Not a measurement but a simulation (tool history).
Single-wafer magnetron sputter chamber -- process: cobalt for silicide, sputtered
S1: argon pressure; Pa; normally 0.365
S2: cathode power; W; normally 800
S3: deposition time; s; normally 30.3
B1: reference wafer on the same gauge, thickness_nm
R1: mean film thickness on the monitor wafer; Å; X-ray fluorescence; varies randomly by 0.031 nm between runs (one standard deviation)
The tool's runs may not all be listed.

{"run": 1, "hour": 0.0, "S1": 0.365, "S2": 950, "S3": 30.3, "B1": 13.109, "R1": 146.59}
{"run": 2, "hour": 54.2, "S1": 0.365, "S2": 800, "S3": 30.3, "B1": 13.1, "R1": 121.98}
{"run": 3, "hour": 126.8, "S1": 0.312, "S2": 800, "S3": 30.3, "B1": 13.096, "R1": 125.25}
{"hour": 147.3, "done": "sputter target and shields replaced"}
{"run": 4, "hour": 219.1, "S1": 0.312, "S2": 800, "S3": 30.3, "B1": 13.113, "R1": 126.56}
{"hour": 333.1, "done": "sputter target and shields replaced"}
{"run": 5, "hour": 333.6, "S1": 0.365, "S2": 800, "S3": 30.3, "B1": 13.085, "R1": 122.59}
{"run": 6, "hour": 424.2, "S1": 0.311, "S2": 650, "S3": 30.3, "B1": 13.094, "R1": 102.79}
{"run": 7, "hour": 464.5, "S1": 0.311, "S2": 650, "S3": 30.3, "B1": 13.111, "R1": 102.1}
{"hour": 527.0, "done": "sputter target and shields replaced"}
{"run": 8, "hour": 527.8, "S1": 0.432, "S2": 750, "S3": 28.7, "B1": 13.097, "R1": 104.27}
{"hour": 557.1, "done": "capacitance manometer re-zeroed and calibrated"}
{"hour": 570.1, "done": "gauge calibrated"}
{"run": 9, "hour": 587.3, "S1": 0.284, "S2": 1000, "S3": 26.5, "B1": 13.104, "R1": 140.91}
{"run": 10, "hour": 634.5, "S1": 0.312, "S2": 800, "S3": 30.3, "B1": 13.101, "R1": 127.42}
{"hour": 680.5, "done": "magnet pack replaced"}
{"hour": 723.6, "done": "sputter target and shields replaced"}
{"run": 11, "hour": 728.0, "S1": 0.477, "S2": 650, "S3": 33.3, "B1": 13.099, "R1": 103.9}
{"run": 12, "hour": 774.8, "S1": 0.365, "S2": 800, "S3": 30.3, "B1": 13.099, "R1": 124.07}
{"run": 13, "hour": 811.8, "S1": 0.264, "S2": 800, "S3": 30.3, "B1": 13.112, "R1": 130.08}
{"run": 14, "hour": 880.6, "S1": 0.466, "S2": 900, "S3": 30.3, "B1": 13.091, "R1": 130.61}
{"hour": 956.7, "done": "sputter target and shields replaced"}
{"run": 15, "hour": 957.2, "S1": 0.365, "S2": 800, "S3": 35.5, "B1": 13.093, "R1": 144.08}

Alternative continuations, all from the tool just after run 15; predict every row:
{"run": "A", "hour": 957.6, "S1": 0.365, "S2": 800, "S3": 30.3, "B1": "?", "R1": "?"}
{"run": "B", "hour": 957.6, "S1": 0.456, "S2": 600, "S3": 27.3, "B1": "?", "R1": "?"}
{"run": "C", "hour": 957.6, "S1": 0.246, "S2": 700, "S3": 33.2, "B1": "?", "R1": "?"}
{"run": "D", "hour": 957.6, "S1": 0.327, "S2": 950, "S3": 28.1, "B1": "?", "R1": "?"}
{"run": "E", "hour": 957.6, "S1": 0.365, "S2": 650, "S3": 34.2, "B1": "?", "R1": "?"}

run=A B1=13.105 R1=123.33
run=B B1=13.105 R1=79.17
run=C B1=13.105 R1=126.62
run=D B1=13.105 R1=138.8
run=E B1=13.105 R1=113.1
What these runs would have given with no unlogged condition in the tool:
run=A R1=124.54
run=B R1=80.23
run=C R1=127.27
run=D R1=139.95
run=E R1=114.21
